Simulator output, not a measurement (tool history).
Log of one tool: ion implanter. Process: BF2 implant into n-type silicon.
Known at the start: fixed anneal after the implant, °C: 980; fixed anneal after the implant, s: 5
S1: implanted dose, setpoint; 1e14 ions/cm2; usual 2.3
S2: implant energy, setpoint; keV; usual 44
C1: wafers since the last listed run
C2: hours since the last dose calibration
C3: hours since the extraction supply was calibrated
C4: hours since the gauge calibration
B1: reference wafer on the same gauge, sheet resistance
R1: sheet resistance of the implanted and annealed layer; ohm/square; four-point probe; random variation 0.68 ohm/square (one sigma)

run	hour	S1	S2	C1	C2	C3	C4	B1	R1
1	0	2.15	50	0	1368.5	5108.6	339.2	542.23	462.9
2	26.2	2.15	50	726	1394.7	5134.8	365.4	541.93	462.64
3	111.9	2.15	50	2377	1480.4	5220.5	451.1	542.21	462.82
4	155	2.3	44	1195	1523.5	5263.6	494.2	541.87	444.38
5	182.1	2.3	44	751	1550.6	5290.7	521.3	542.02	444.42
6	236.6	1.81	44	1511	1605.1	5345.2	575.8	541.88	528.92
7	295.4	1.81	44	1631	1663.9	5404	634.6	541.64	528.09
8	323.7	1.81	44	785	1692.2	5432.3	662.9	541.78	528.71
9	392.2	2.3	44	1900	1760.7	5500.8	731.4	541.76	443.72
# hour 427.5: extraction supply calibrated
10	430.4	2.3	44	837	1798.9	2.9	769.6	542.01	444.73
11	496.3	2.3	44	1828	1864.8	68.8	835.5	542.06	444.31
12	553.4	2.3	57.5	1583	1921.9	125.9	892.6	542.01	431.6
# hour 590.8: Faraday cup replaced and dose calibrated
13	595.4	2.3	44	943	4.6	167.9	934.6	541.88	454.09
14	660.2	2.3	36	1797	69.4	232.7	999.4	541.91	457.79
15	710.2	2.3	44	1387	119.4	282.7	1049.4	541.99	453.54
16	757.3	2.84	34	1306	166.5	329.8	1096.5	542.03	383.88
17	804	1.61	58.5	1295	213.2	376.5	1143.2	541.94	565.81
18	859.5	2.3	32.5	1539	268.7	432	1198.7	541.65	455.66
# hour 873.4: gauge calibrated
19	961.1	2.3	50.5	2818	370.3	533.6	87.7	541.84	444.57
20	1007	2.1	35.5	1273	416.2	579.5	133.6	542.03	485.67
21	1043.7	2.11	44	1018	452.9	616.2	170.3	541.7	476.98
22	1098.6	2.3	44	1522	507.8	671.1	225.2	541.9	447.45

The same runs without the tool's hidden state, with the same run-to-run variation:
The hidden state here: deviation of the true dose from the Faraday cup's reading, %; deviation of the true energy from its setpoint, %; gauge reads high (%).
run	R1
1	471.41
2	471.21
3	471.54
4	453.19
5	453.27
6	538.61
7	537.85
8	538.52
9	452.83
10	453.9
11	453.53
12	440.58
13	452.32
14	457.22
15	453.85
16	384.87
17	567.75
18	458.27
19	448.16
20	490.15
21	481.56
22	452.41

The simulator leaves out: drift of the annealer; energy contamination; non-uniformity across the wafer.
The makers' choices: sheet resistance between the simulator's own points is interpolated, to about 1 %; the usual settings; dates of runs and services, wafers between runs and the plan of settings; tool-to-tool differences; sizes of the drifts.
